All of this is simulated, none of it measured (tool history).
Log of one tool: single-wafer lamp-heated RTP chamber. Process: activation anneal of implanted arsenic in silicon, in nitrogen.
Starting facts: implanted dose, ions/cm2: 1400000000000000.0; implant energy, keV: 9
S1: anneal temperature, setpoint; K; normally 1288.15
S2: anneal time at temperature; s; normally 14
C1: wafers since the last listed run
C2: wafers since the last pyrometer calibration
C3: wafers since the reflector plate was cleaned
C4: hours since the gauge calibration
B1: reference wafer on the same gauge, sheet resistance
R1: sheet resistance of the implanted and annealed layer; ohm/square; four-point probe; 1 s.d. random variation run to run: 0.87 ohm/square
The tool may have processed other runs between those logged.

Run 1, hour 0.0: usual settings but S2 10 s; C1 0; C2 3512; C3 4106; C4 675.2; B1 172.90. Result: R1 141.52 ohm/square.
At hour 7.3: gauge calibrated.
Run 2, hour 21.3: usual settings but S2 10 s; C1 171; C2 3683; C3 4277; C4 14.0; B1 173.02. Result: R1 140.36 ohm/square.
Run 3, hour 46.8: usual settings but S2 10 s; C1 204; C2 3888; C3 4482; C4 39.5; B1 172.81. Result: R1 139.52 ohm/square.
At hour 74.3: pyrometer window cleaned and pyrometer calibrated.
Run 4, hour 77.7: usual settings but S2 17 s; C1 184; C2 27; C3 4666; C4 70.4; B1 173.00. Result: R1 134.53 ohm/square.
Run 5, hour 107.8: usual settings but S2 9 s; C1 241; C2 269; C3 4908; C4 100.5; B1 172.95. Result: R1 153.08 ohm/square.
Run 6, hour 120.2: usual settings but S2 9 s; C1 99; C2 368; C3 5008; C4 112.9; B1 173.20. Result: R1 154.22 ohm/square.
Run 7, hour 204.0: usual settings but S2 9 s; C1 673; C2 1042; C3 5681; C4 196.7; B1 172.86. Result: R1 152.00 ohm/square.
Run 8, hour 217.8: usual settings but S1 1266.15 K; C1 110; C2 1153; C3 5792; C4 210.5; B1 172.94. Result: R1 159.19 ohm/square.
Run 9, hour 231.9: usual settings but S1 1266.15 K; C1 113; C2 1266; C3 5906; C4 224.6; B1 173.05. Result: R1 158.33 ohm/square.
Run 10, hour 267.6: usual settings but S1 1266.15 K; C1 286; C2 1553; C3 6193; C4 260.3; B1 172.91. Result: R1 156.24 ohm/square.
Run 11, hour 303.4: usual settings but S2 11 s; C1 287; C2 1841; C3 6480; C4 296.1; B1 173.10. Result: R1 142.41 ohm/square.
Run 12, hour 385.4: usual settings but S2 11 s; C1 659; C2 2500; C3 7139; C4 378.1; B1 173.00. Result: R1 142.48 ohm/square.
At hour 445.3: reflector plate cleaned.
Run 13, hour 491.9: usual settings but S2 11 s; C1 791; C2 3292; C3 374; C4 484.6; B1 173.26. Result: R1 146.79 ohm/square.
Run 14, hour 514.6: usual settings but S1 1317.15 K, S2 11 s; C1 182; C2 3474; C3 557; C4 507.3; B1 172.90. Result: R1 123.35 ohm/square.
Run 15, hour 533.0: usual settings but S2 10 s; C1 147; C2 3622; C3 705; C4 525.7; B1 172.99. Result: R1 147.73 ohm/square.
Run 16, hour 551.3: usual settings but S1 1280.15 K, S2 20 s; C1 147; C2 3769; C3 852; C4 544.0; B1 173.04. Result: R1 130.02 ohm/square.
Run 17, hour 566.7: usual settings but S1 1279.15 K; C1 123; C2 3893; C3 975; C4 559.4; B1 172.93. Result: R1 143.34 ohm/square.
At hour 591.5: pyrometer window cleaned and pyrometer calibrated.
Run 18, hour 600.2: usual settings but S1 1272.15 K, S2 21 s; C1 204; C2 69; C3 1180; C4 592.9; B1 173.07. Result: R1 147.20 ohm/square.
Run 19, hour 620.5: usual settings but S1 1270.15 K, S2 10 s; C1 163; C2 233; C3 1344; C4 613.2; B1 172.99. Result: R1 171.88 ohm/square.
Run 20, hour 639.1: usual settings; C1 149; C2 382; C3 1493; C4 631.8; B1 173.15. Result: R1 142.68 ohm/square.
At hour 647.2: gauge calibrated.
Run 21, hour 670.5: usual settings but S1 1263.15 K, S2 20 s; C1 252; C2 634; C3 1746; C4 23.3; B1 173.26. Result: R1 154.53 ohm/square.
Run 22, hour 694.9: usual settings; C1 196; C2 831; C3 1942; C4 47.7; B1 172.95. Result: R1 142.22 ohm/square.
Run 23, hour 717.7: usual settings but S1 1307.15 K, S2 17 s; C1 183; C2 1014; C3 2125; C4 70.5; B1 173.01. Result: R1 120.16 ohm/square.
Run 24, hour 741.0: usual settings but S1 1276.15 K, S2 8 s; C1 187; C2 1201; C3 2312; C4 93.8; B1 173.13. Result: R1 167.18 ohm/square.
Run 25, hour 755.7: usual settings; C1 118; C2 1319; C3 2430; C4 108.5; B1 172.97. Result: R1 138.89 ohm/square.
Run 26, hour 809.6: usual settings; C1 433; C2 1753; C3 2864; C4 162.4; B1 173.17. Result: R1 137.84 ohm/square.

Here are 4 independent what-if runs from the current tool condition. What would each one return?
Run A, hour 810.0: usual settings but S2 8 s; C1 3; C2 1756; C3 2867; C4 162.8; B1 ?. Result: R1 ?.
Run B, hour 810.0: usual settings but S1 1260.15 K, S2 21 s; C1 3; C2 1756; C3 2867; C4 162.8; B1 ?. Result: R1 ?.
Run C, hour 810.0: usual settings but S1 1259.15 K, S2 22 s; C1 3; C2 1756; C3 2867; C4 162.8; B1 ?. Result: R1 ?.
Run D, hour 810.0: usual settings but S1 1303.15 K, S2 8 s; C1 3; C2 1756; C3 2867; C4 162.8; B1 ?. Result: R1 ?.

run      B1      R1
  A  173.21  154.23
  B  173.21  149.77
  C  173.21  149.26
  D  173.21  141.14
Take away the tool's hidden state, keep each run's random variation, and the runs would have read:
run      R1
  A  164.64
  B  161.41
  C  160.96
  D  150.95
